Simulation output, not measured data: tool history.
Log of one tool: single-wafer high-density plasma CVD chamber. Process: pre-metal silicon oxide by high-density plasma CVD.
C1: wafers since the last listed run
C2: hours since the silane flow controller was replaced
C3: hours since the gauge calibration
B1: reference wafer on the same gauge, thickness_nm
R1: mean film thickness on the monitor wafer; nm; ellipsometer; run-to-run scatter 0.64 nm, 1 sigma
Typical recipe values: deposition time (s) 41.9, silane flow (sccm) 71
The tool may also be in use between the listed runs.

Run 1, hour 0.0: usual settings but deposition time (s) 35.6, silane flow (sccm) 78; C1 0; C2 2106.0; C3 325.5; B1 261.913. Result: R1 262.163 nm.
Run 2, hour 6.9: usual settings but deposition time (s) 35.6, silane flow (sccm) 78; C1 159; C2 2112.9; C3 332.4; B1 262.085. Result: R1 261.816 nm.
Run 3, hour 16.1: usual settings; C1 213; C2 2122.1; C3 341.6; B1 261.971. Result: R1 279.214 nm.
Run 4, hour 24.6: usual settings; C1 196; C2 2130.6; C3 350.1; B1 261.839. Result: R1 280.338 nm.
Run 5, hour 35.0: usual settings; C1 241; C2 2141.0; C3 360.5; B1 262.013. Result: R1 281.084 nm.
Run 6, hour 41.6: usual settings; C1 152; C2 2147.6; C3 367.1; B1 261.859. Result: R1 279.745 nm.
Run 7, hour 58.2: usual settings; C1 384; C2 2164.2; C3 383.7; B1 261.749. Result: R1 280.086 nm.
Run 8, hour 66.6: usual settings; C1 194; C2 2172.6; C3 392.1; B1 262.011. Result: R1 280.182 nm.
Run 9, hour 77.9: usual settings but silane flow (sccm) 62; C1 261; C2 2183.9; C3 403.4; B1 261.907. Result: R1 244.813 nm.
Run 10, hour 83.9: usual settings but silane flow (sccm) 62; C1 139; C2 2189.9; C3 409.4; B1 261.989. Result: R1 246.167 nm.
Run 11, hour 92.9: usual settings but deposition time (s) 38.1; C1 208; C2 2198.9; C3 418.4; B1 262.073. Result: R1 254.255 nm.
Run 12, hour 99.2: usual settings but deposition time (s) 38.1; C1 146; C2 2205.2; C3 424.7; B1 262.151. Result: R1 255.725 nm.
Run 13, hour 108.4: usual settings but silane flow (sccm) 60; C1 213; C2 2214.4; C3 433.9; B1 261.984. Result: R1 236.458 nm.
Run 14, hour 125.1: usual settings; C1 387; C2 2231.1; C3 450.6; B1 261.957. Result: R1 280.745 nm.
Run 15, hour 137.0: usual settings; C1 275; C2 2243.0; C3 462.5; B1 261.785. Result: R1 279.593 nm.
At hour 137.0: gauge calibrated.
Run 16, hour 151.9: usual settings; C1 345; C2 2257.9; C3 14.9; B1 262.003. Result: R1 279.222 nm.
Run 17, hour 163.8: usual settings; C1 275; C2 2269.8; C3 26.8; B1 261.859. Result: R1 280.805 nm.
Run 18, hour 174.5: usual settings; C1 247; C2 2280.5; C3 37.5; B1 261.993. Result: R1 281.156 nm.
Run 19, hour 184.9: usual settings but deposition time (s) 48.5, silane flow (sccm) 76; C1 241; C2 2290.9; C3 47.9; B1 262.000. Result: R1 347.576 nm.
Run 20, hour 193.9: usual settings but deposition time (s) 46.1, silane flow (sccm) 75; C1 208; C2 2299.9; C3 56.9; B1 261.927. Result: R1 326.412 nm.
Run 21, hour 200.2: usual settings but deposition time (s) 35.0; C1 146; C2 2306.2; C3 63.2; B1 261.976. Result: R1 234.194 nm.
Run 22, hour 210.4: usual settings but deposition time (s) 39.1, silane flow (sccm) 85; C1 236; C2 2316.4; C3 73.4; B1 262.064. Result: R1 313.761 nm.
Run 23, hour 217.7: usual settings; C1 169; C2 2323.7; C3 80.7; B1 261.928. Result: R1 280.156 nm.
Run 24, hour 234.4: usual settings but deposition time (s) 46.7, silane flow (sccm) 61; C1 387; C2 2340.4; C3 97.4; B1 261.975. Result: R1 268.528 nm.
Run 25, hour 243.1: usual settings but deposition time (s) 46.7, silane flow (sccm) 75; C1 201; C2 2349.1; C3 106.1; B1 261.932. Result: R1 328.783 nm.
Run 26, hour 254.7: usual settings but deposition time (s) 36.4, silane flow (sccm) 85; C1 268; C2 2360.7; C3 117.7; B1 261.975. Result: R1 291.288 nm.
Run 27, hour 265.5: usual settings but deposition time (s) 45.5, silane flow (sccm) 85; C1 250; C2 2371.5; C3 128.5; B1 262.193. Result: R1 365.194 nm.
Run 28, hour 273.3: usual settings but deposition time (s) 36.4, silane flow (sccm) 76; C1 180; C2 2379.3; C3 136.3; B1 262.000. Result: R1 260.530 nm.
Run 29, hour 281.7: usual settings but deposition time (s) 37.3, silane flow (sccm) 84; C1 194; C2 2387.7; C3 144.7; B1 262.070. Result: R1 294.002 nm.
At hour 296.7: silane flow controller replaced.
Run 30, hour 297.2: usual settings but deposition time (s) 38.2; C1 173; C2 0.5; C3 160.2; B1 262.091. Result: R1 273.478 nm.
Run 31, hour 342.0: usual settings; C1 1038; C2 45.3; C3 205.0; B1 262.008. Result: R1 299.077 nm.
Run 32, hour 353.0: usual settings; C1 254; C2 56.3; C3 216.0; B1 262.052. Result: R1 299.600 nm.
Run 33, hour 367.9: usual settings; C1 345; C2 71.2; C3 230.9; B1 261.986. Result: R1 297.371 nm.
Run 34, hour 377.8: usual settings but deposition time (s) 47.6, silane flow (sccm) 75; C1 229; C2 81.1; C3 240.8; B1 262.158. Result: R1 356.333 nm.
Run 35, hour 391.2: usual settings but deposition time (s) 46.6; C1 310; C2 94.5; C3 254.2; B1 261.976. Result: R1 330.594 nm.

Predict each of these 4 candidate next runs independently; none follows another, all start after run 35:
Run A, hour 391.6: usual settings but deposition time (s) 33.7; C1 9; C2 94.9; C3 254.6; B1 ?. Result: R1 ?.
Run B, hour 391.6: usual settings but deposition time (s) 46.2, silane flow (sccm) 66; C1 9; C2 94.9; C3 254.6; B1 ?. Result: R1 ?.
Run C, hour 391.6: usual settings but deposition time (s) 45.5; C1 9; C2 94.9; C3 254.6; B1 ?. Result: R1 ?.
Run D, hour 391.6: usual settings but deposition time (s) 34.1, silane flow (sccm) 83; C1 9; C2 94.9; C3 254.6; B1 ?. Result: R1 ?.

run       B1       R1
  A  262.007  239.807
  B  262.007  305.605
  C  262.007  323.775
  D  262.007  283.665
With no hidden state in the tool, these same runs would have given:
run       R1
  A  241.683
  B  307.995
  C  326.308
  D  285.884

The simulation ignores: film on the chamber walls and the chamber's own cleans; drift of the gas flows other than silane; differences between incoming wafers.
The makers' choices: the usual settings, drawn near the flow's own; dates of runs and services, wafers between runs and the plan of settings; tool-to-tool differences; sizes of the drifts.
